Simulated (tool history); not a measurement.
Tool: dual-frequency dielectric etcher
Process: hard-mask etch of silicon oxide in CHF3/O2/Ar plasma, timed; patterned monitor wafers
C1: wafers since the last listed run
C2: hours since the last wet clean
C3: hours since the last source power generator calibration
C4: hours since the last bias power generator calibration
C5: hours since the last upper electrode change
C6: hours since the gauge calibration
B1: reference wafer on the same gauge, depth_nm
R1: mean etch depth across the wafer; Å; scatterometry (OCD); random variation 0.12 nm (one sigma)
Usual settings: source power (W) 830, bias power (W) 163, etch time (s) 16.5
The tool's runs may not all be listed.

run 1 hour=0 | source_power_(W)=830 bias_power_(W)=174 etch_time_(s)=16.5 | C1=0 C2=89.4 C3=901.9 C4=2739.7 C5=4035.2 C6=445.3 | B1=30.73 | R1=362.6
run 2 hour=153.1 | source_power_(W)=830 bias_power_(W)=174 etch_time_(s)=16.5 | C1=2558 C2=242.5 C3=1055 C4=2892.8 C5=4188.3 C6=598.4 | B1=30.75 | R1=358.8
run 3 hour=212.4 | source_power_(W)=830 bias_power_(W)=163 etch_time_(s)=16.5 | C1=991 C2=301.8 C3=1114.3 C4=2952.1 C5=4247.6 C6=657.7 | B1=30.68 | R1=346.8
-- hour=251.1 wet clean of the chamber
run 4 hour=275.6 | source_power_(W)=830 bias_power_(W)=163 etch_time_(s)=16.5 | C1=655 C2=24.5 C3=1177.5 C4=3015.3 C5=4310.8 C6=720.9 | B1=30.72 | R1=351.6
run 5 hour=340.1 | source_power_(W)=830 bias_power_(W)=163 etch_time_(s)=16.5 | C1=1078 C2=89 C3=1242 C4=3079.8 C5=4375.3 C6=785.4 | B1=30.72 | R1=352
run 6 hour=365 | source_power_(W)=830 bias_power_(W)=163 etch_time_(s)=16.5 | C1=416 C2=113.9 C3=1266.9 C4=3104.7 C5=4400.2 C6=810.3 | B1=30.67 | R1=350
-- hour=421.5 gauge calibrated
run 7 hour=426.5 | source_power_(W)=830 bias_power_(W)=163 etch_time_(s)=16.5 | C1=1027 C2=175.4 C3=1328.4 C4=3166.2 C5=4461.7 C6=5 | B1=30.72 | R1=349.5
run 8 hour=485.2 | source_power_(W)=830 bias_power_(W)=163 etch_time_(s)=16.5 | C1=981 C2=234.1 C3=1387.1 C4=3224.9 C5=4520.4 C6=63.7 | B1=30.68 | R1=347.5
run 9 hour=538.6 | source_power_(W)=830 bias_power_(W)=163 etch_time_(s)=16.5 | C1=892 C2=287.5 C3=1440.5 C4=3278.3 C5=4573.8 C6=117.1 | B1=30.71 | R1=347.4
-- hour=575.8 upper electrode replaced
run 10 hour=604.7 | source_power_(W)=830 bias_power_(W)=163 etch_time_(s)=16.5 | C1=703 C2=353.6 C3=1506.6 C4=3344.4 C5=28.9 C6=183.2 | B1=30.71 | R1=346.7
-- hour=642.9 source power generator calibrated
-- hour=653 wet clean of the chamber
run 11 hour=671.6 | source_power_(W)=830 bias_power_(W)=163 etch_time_(s)=16.5 | C1=883 C2=18.6 C3=28.7 C4=3411.3 C5=95.8 C6=250.1 | B1=30.71 | R1=352.4
-- hour=689.8 bias power generator calibrated
run 12 hour=701.7 | source_power_(W)=830 bias_power_(W)=163 etch_time_(s)=13.5 | C1=436 C2=48.7 C3=58.8 C4=11.9 C5=125.9 C6=280.2 | B1=30.75 | R1=288.4
run 13 hour=761 | source_power_(W)=830 bias_power_(W)=163 etch_time_(s)=18 | C1=991 C2=108 C3=118.1 C4=71.2 C5=185.2 C6=339.5 | B1=30.66 | R1=382.6
run 14 hour=788.6 | source_power_(W)=730 bias_power_(W)=148 etch_time_(s)=14.5 | C1=461 C2=135.6 C3=145.7 C4=98.8 C5=212.8 C6=367.1 | B1=30.72 | R1=280.6
run 15 hour=845.1 | source_power_(W)=830 bias_power_(W)=163 etch_time_(s)=16.5 | C1=944 C2=192.1 C3=202.2 C4=155.3 C5=269.3 C6=423.6 | B1=30.7 | R1=347.7
run 16 hour=887.1 | source_power_(W)=830 bias_power_(W)=163 etch_time_(s)=12 | C1=701 C2=234.1 C3=244.2 C4=197.3 C5=311.3 C6=465.6 | B1=30.7 | R1=253
run 17 hour=911.8 | source_power_(W)=980 bias_power_(W)=123 etch_time_(s)=15 | C1=412 C2=258.8 C3=268.9 C4=222 C5=336 C6=490.3 | B1=30.69 | R1=301.2
run 18 hour=977.1 | source_power_(W)=650 bias_power_(W)=196 etch_time_(s)=12.5 | C1=1091 C2=324.1 C3=334.2 C4=287.3 C5=401.3 C6=555.6 | B1=30.7 | R1=255.8
run 19 hour=1006 | source_power_(W)=830 bias_power_(W)=163 etch_time_(s)=16.5 | C1=483 C2=353 C3=363.1 C4=316.2 C5=430.2 C6=584.5 | B1=30.73 | R1=344
-- hour=1052.7 wet clean of the chamber
run 20 hour=1053.2 | source_power_(W)=830 bias_power_(W)=151 etch_time_(s)=16.5 | C1=387 C2=0.5 C3=410.3 C4=363.4 C5=477.4 C6=631.7 | B1=30.66 | R1=347

3 ways to go on from here, each from the tool as it stands after run 20. What would each give?
run A hour=1053.6 | source_power_(W)=830 bias_power_(W)=163 etch_time_(s)=16.5 | C1=6 C2=0.9 C3=410.7 C4=363.8 C5=477.8 C6=632.1 | B1=? | R1=?
run B hour=1053.6 | source_power_(W)=710 bias_power_(W)=201 etch_time_(s)=16.5 | C1=6 C2=0.9 C3=410.7 C4=363.8 C5=477.8 C6=632.1 | B1=? | R1=?
run C hour=1053.6 | source_power_(W)=830 bias_power_(W)=136 etch_time_(s)=16.5 | C1=6 C2=0.9 C3=410.7 C4=363.8 C5=477.8 C6=632.1 | B1=? | R1=?

run=A B1=30.69 R1=354.2
run=B B1=30.69 R1=363.1
run=C B1=30.69 R1=328.5
Without the tool's hidden state the same runs would have given:
run=A R1=353.5
run=B R1=362.4
run=C R1=327.9
